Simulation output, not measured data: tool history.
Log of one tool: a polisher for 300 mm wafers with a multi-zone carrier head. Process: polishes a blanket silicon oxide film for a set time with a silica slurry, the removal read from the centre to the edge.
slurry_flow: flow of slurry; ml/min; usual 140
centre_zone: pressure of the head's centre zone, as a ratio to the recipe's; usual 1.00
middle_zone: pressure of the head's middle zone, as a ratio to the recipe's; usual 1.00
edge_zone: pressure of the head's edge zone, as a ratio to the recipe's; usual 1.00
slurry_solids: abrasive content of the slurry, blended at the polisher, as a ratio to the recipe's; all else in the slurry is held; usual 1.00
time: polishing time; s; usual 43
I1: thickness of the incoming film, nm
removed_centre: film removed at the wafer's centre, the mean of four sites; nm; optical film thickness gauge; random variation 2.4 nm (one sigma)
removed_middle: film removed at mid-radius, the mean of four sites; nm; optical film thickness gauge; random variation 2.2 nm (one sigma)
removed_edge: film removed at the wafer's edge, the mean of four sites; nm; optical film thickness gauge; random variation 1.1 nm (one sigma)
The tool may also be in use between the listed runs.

Run 1, hour 0.0: usual settings but edge_zone 1.08, time 36 s; I1 1282.3. Result: removed_centre 139.8 nm, removed_middle 142.6 nm, removed_edge 143.3 nm.
Run 2, hour 48.7: usual settings but slurry_solids 0.75; I1 1289.8. Result: removed_centre 141.4 nm, removed_middle 140.9 nm, removed_edge 140.1 nm.
Run 3, hour 106.2: usual settings but slurry_solids 0.75; I1 1292.1. Result: removed_centre 140.9 nm, removed_middle 143.0 nm, removed_edge 138.3 nm.
Run 4, hour 151.8: usual settings but slurry_solids 0.75; I1 1279.0. Result: removed_centre 140.4 nm, removed_middle 141.1 nm, removed_edge 139.1 nm.
Run 5, hour 364.4: usual settings but slurry_solids 0.80; I1 1300.9. Result: removed_centre 135.5 nm, removed_middle 136.0 nm, removed_edge 139.1 nm.
Run 6, hour 433.9: usual settings but time 32 s; I1 1271.6. Result: removed_centre 109.9 nm, removed_middle 110.0 nm, removed_edge 111.2 nm.
Run 7, hour 482.7: usual settings but time 32 s; I1 1276.6. Result: removed_centre 122.4 nm, removed_middle 124.7 nm, removed_edge 121.3 nm.
Run 8, hour 597.3: usual settings; I1 1297.2. Result: removed_centre 162.4 nm, removed_middle 164.5 nm, removed_edge 162.5 nm.
Run 9, hour 643.9: usual settings; I1 1273.4. Result: removed_centre 159.7 nm, removed_middle 164.6 nm, removed_edge 161.6 nm.
Run 10, hour 669.5: usual settings; I1 1271.5. Result: removed_centre 161.0 nm, removed_middle 163.4 nm, removed_edge 161.9 nm.
Run 11, hour 717.1: usual settings but slurry_flow 110 ml/min, middle_zone 0.94, edge_zone 0.89; I1 1289.9. Result: removed_centre 151.3 nm, removed_middle 143.1 nm, removed_edge 143.8 nm.
Run 12, hour 749.0: usual settings but slurry_solids 0.85; I1 1287.3. Result: removed_centre 146.8 nm, removed_middle 150.6 nm, removed_edge 147.2 nm.
Run 13, hour 773.1: usual settings; I1 1289.5. Result: removed_centre 153.7 nm, removed_middle 160.6 nm, removed_edge 158.9 nm.
Run 14, hour 879.9: usual settings but centre_zone 1.09, middle_zone 0.93, edge_zone 1.09; I1 1265.8. Result: removed_centre 161.7 nm, removed_middle 147.6 nm, removed_edge 161.3 nm.
Run 15, hour 945.5: usual settings but slurry_flow 95 ml/min, centre_zone 0.91, slurry_solids 1.20; I1 1301.3. Result: removed_centre 144.8 nm, removed_middle 156.6 nm, removed_edge 163.1 nm.
Run 16, hour 1005.2: usual settings but centre_zone 1.07, slurry_solids 1.25; I1 1285.8. Result: removed_centre 194.3 nm, removed_middle 181.4 nm, removed_edge 180.9 nm.
Run 17, hour 1030.7: usual settings; I1 1295.5. Result: removed_centre 162.0 nm, removed_middle 164.4 nm, removed_edge 160.9 nm.
Run 18, hour 1100.6: usual settings but centre_zone 0.90, middle_zone 1.04; I1 1283.8. Result: removed_centre 147.2 nm, removed_middle 164.8 nm, removed_edge 162.7 nm.

Not shown: 9 entries that the log had between the listed runs. Between which runs, and how does the tool's hidden state differ before and after?
Between runs 4 and 5: worn pad replaced by a new one (hour 213.6)
  slurry flow missing at the pad, %: 6.8 -> 25.5
  measured less the result without the state, removed_centre: -2.6 -> -12.7 nm; removed_middle: -2.3 -> -11.1 nm; removed_edge: -1.6 -> -7.8 nm
Between runs 5 and 6: worn pad replaced by a new one (hour 403.7)
  slurry flow missing at the pad, %: 25.5 -> 34.3
  measured less the result without the state, removed_centre: -12.7 -> -16.3 nm; removed_middle: -11.1 -> -14.1 nm; removed_edge: -7.8 -> -9.5 nm
Between runs 6 and 7: slurry nozzle cleaned (hour 453.2)
  slurry flow missing at the pad, %: 34.3 -> 2.67
  measured less the result without the state, removed_centre: -16.3 -> -0.9 nm; removed_middle: -14.1 -> -0.8 nm; removed_edge: -9.5 -> -0.5 nm
Between runs 7 and 8: centre zone pressure recalibrated (hour 593.5)
  slurry flow missing at the pad, %: 2.67 -> 5.35
  measured less the result without the state, removed_centre: -0.9 -> -2.4 nm; removed_middle: -0.8 -> -2.1 nm; removed_edge: -0.5 -> -1.4 nm
Between runs 9 and 10: worn pad replaced by a new one (hour 654.0)
  slurry flow missing at the pad, %: 7.45 -> 8.86
  measured less the result without the state, removed_centre: -3.4 -> -4.0 nm; removed_middle: -3.0 -> -3.6 nm; removed_edge: -2.1 -> -2.5 nm
Between runs 10 and 11: edge zone pressure recalibrated (hour 702.5)
  slurry flow missing at the pad, %: 8.86 -> 11.9
  measured less the result without the state, removed_centre: -4.0 -> -7.0 nm; removed_middle: -3.6 -> -5.8 nm; removed_edge: -2.5 -> -3.9 nm
Between runs 13 and 14: carrier head's membrane replaced by a new one (hour 785.7); worn pad replaced by a new one (hour 856.3)
  slurry flow missing at the pad, %: 16.3 -> 27.1
  measured less the result without the state, removed_centre: -7.9 -> -16.5 nm; removed_middle: -7.2 -> -13.1 nm; removed_edge: -5.0 -> -9.8 nm
Between runs 14 and 15: slurry nozzle cleaned (hour 918.1)
  slurry flow missing at the pad, %: 27.1 -> 3.58
  measured less the result without the state, removed_centre: -16.5 -> -2.2 nm; removed_middle: -13.1 -> -2.0 nm; removed_edge: -9.8 -> -1.4 nm

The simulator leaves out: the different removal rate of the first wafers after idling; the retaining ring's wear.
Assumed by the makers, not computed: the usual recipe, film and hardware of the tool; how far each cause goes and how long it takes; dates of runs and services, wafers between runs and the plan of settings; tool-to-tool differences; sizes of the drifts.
